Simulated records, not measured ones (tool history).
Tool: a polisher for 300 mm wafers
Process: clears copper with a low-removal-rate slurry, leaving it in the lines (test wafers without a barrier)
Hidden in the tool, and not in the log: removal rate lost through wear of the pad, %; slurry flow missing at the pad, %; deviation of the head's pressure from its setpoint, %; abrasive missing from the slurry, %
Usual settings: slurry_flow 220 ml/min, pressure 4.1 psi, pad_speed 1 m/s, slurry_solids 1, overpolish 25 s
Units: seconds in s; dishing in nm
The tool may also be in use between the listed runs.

| run | hour | slurry_flow | pressure | pad_speed | slurry_solids | overpolish | wafers since the last listed run | wafers polished on this pad | hours since the slurry nozzle was cleaned | hours since the head pressure was calibrated | hours since the slurry blender was calibrated | incoming thickness of the incoming film, nm | seconds | dishing |
|---|---|---|---|---|---|---|---|---|---|---|---|---|---|---|
| 1 | 0 | 220 | 4.1 | 1 | 1 | 25 | 0 | 1382 | 213.6 | 165.5 | 115.4 | 528.7 | 128.5 | 40.8 |
|  | 47.8 | worn pad replaced by a new one |
| 2 | 92.7 | 220 | 4.1 | 1 | 1 | 25 | 754 | 381 | 306.3 | 258.2 | 208.1 | 532 | 132.9 | 38.8 |
| 3 | 132.9 | 220 | 4.1 | 1 | 1 | 25 | 341 | 723 | 346.5 | 298.4 | 248.3 | 526.8 | 133.3 | 40.7 |
| 4 | 173.9 | 220 | 4.1 | 1 | 1 | 25 | 348 | 1072 | 387.5 | 339.4 | 289.3 | 531.4 | 136.4 | 38.8 |
|  | 250.2 | worn pad replaced by a new one |
| 5 | 263.5 | 220 | 4.1 | 1 | 1 | 25 | 728 | 113 | 477.1 | 429 | 378.9 | 521.8 | 137 | 38.2 |
|  | 300.2 | head pressure recalibrated |
|  | 314.1 | slurry blender recalibrated |
| 6 | 353.9 | 220 | 4.1 | 1 | 1 | 25 | 734 | 848 | 567.5 | 53.7 | 39.8 | 525.2 | 124.2 | 41 |
| 7 | 401.7 | 220 | 4.1 | 1 | 1 | 25 | 406 | 1254 | 615.3 | 101.5 | 87.6 | 528.5 | 129.1 | 40.3 |
|  | 444.9 | slurry nozzle cleaned |
| 8 | 454.5 | 220 | 4.1 | 1 | 1 | 36 | 440 | 1695 | 9.6 | 154.3 | 140.4 | 529.5 | 130.9 | 46.7 |
|  | 465.5 | worn pad replaced by a new one |
| 9 | 531.9 | 220 | 4.1 | 1 | 1 | 25 | 624 | 565 | 87 | 231.7 | 217.8 | 534.2 | 132.3 | 38.9 |
| 10 | 568.7 | 220 | 4.1 | 1 | 0.9 | 17 | 313 | 878 | 123.8 | 268.5 | 254.6 | 541 | 142.2 | 31.5 |
| 11 | 634.5 | 220 | 4.1 | 1.1 | 1 | 25 | 559 | 1437 | 189.6 | 334.3 | 320.4 | 520 | 122.7 | 40.4 |
|  | 649.2 | worn pad replaced by a new one |
| 12 | 721.6 | 220 | 2.9 | 1 | 1 | 30 | 706 | 616 | 276.7 | 421.4 | 407.5 | 528.9 | 186 | 35.9 |
|  | 746.2 | slurry blender recalibrated |
| 13 | 794.2 | 260 | 3.4 | 1 | 1 | 35 | 600 | 1216 | 349.3 | 494 | 48 | 533.8 | 155.3 | 42.2 |
|  | 829.4 | worn pad replaced by a new one |
|  | 860.8 | head pressure recalibrated |
| 14 | 874.5 | 220 | 3.4 | 0.76 | 1 | 25 | 631 | 366 | 429.6 | 13.7 | 128.3 | 518.2 | 187.7 | 31.8 |
| 15 | 956.2 | 220 | 4.1 | 1 | 1 | 25 | 694 | 1061 | 511.3 | 95.4 | 210 | 529.1 | 129.5 | 40.5 |

How the hidden state differs across the entries between the runs, from the last listed run before each to the first after it:
Between runs 1 and 2: worn pad replaced by a new one (hour 47.8)
  deviation of the head's pressure from its setpoint, %: -2.48 -> -4.17; abrasive missing from the slurry, %: 5.79 -> 9.01
  measured less the result without the state, seconds: +4.8 -> +8.2 s; dishing: -0.7 -> -1.2 nm
Between runs 4 and 5: worn pad replaced by a new one (hour 250.2)
  deviation of the head's pressure from its setpoint, %: -5.64 -> -7.27; abrasive missing from the slurry, %: 11.8 -> 14.9
  measured less the result without the state, seconds: +11.2 -> +14.4 s; dishing: -1.7 -> -2.2 nm
Between runs 5 and 6: head pressure recalibrated (hour 300.2); slurry blender recalibrated (hour 314.1)
  deviation of the head's pressure from its setpoint, %: -7.27 -> -1.73; abrasive missing from the slurry, %: 14.9 -> 1.97
  measured less the result without the state, seconds: +14.4 -> +2.5 s; dishing: -2.2 -> -0.4 nm
Between runs 7 and 8: slurry nozzle cleaned (hour 444.9)
  deviation of the head's pressure from its setpoint, %: -2.6 -> -3.56; abrasive missing from the slurry, %: 3.63 -> 5.46
  measured less the result without the state, seconds: +4.2 -> +6 s; dishing: -0.7 -> -0.9 nm
Between runs 8 and 9: worn pad replaced by a new one (hour 465.5)
  deviation of the head's pressure from its setpoint, %: -3.56 -> -4.97; abrasive missing from the slurry, %: 5.46 -> 8.15
  measured less the result without the state, seconds: +6 -> +8.6 s; dishing: -0.9 -> -1.4 nm
Between runs 11 and 12: worn pad replaced by a new one (hour 649.2)
  deviation of the head's pressure from its setpoint, %: -6.84 -> -8.42; abrasive missing from the slurry, %: 11.7 -> 14.7
  measured less the result without the state, seconds: +11.2 -> +21.1 s; dishing: -1.9 -> -2.4 nm
Between runs 12 and 13: slurry blender recalibrated (hour 746.2)
  deviation of the head's pressure from its setpoint, %: -8.42 -> -9.74; abrasive missing from the slurry, %: 14.7 -> 1.94
  measured less the result without the state, seconds: +21.1 -> +13.4 s; dishing: -2.4 -> -1.8 nm
Between runs 13 and 14: worn pad replaced by a new one (hour 829.4); head pressure recalibrated (hour 860.8)
  deviation of the head's pressure from its setpoint, %: -9.74 -> -1.23; abrasive missing from the slurry, %: 1.94 -> 4.73
  measured less the result without the state, seconds: +13.4 -> +4.6 s; dishing: -1.8 -> -0.4 nm
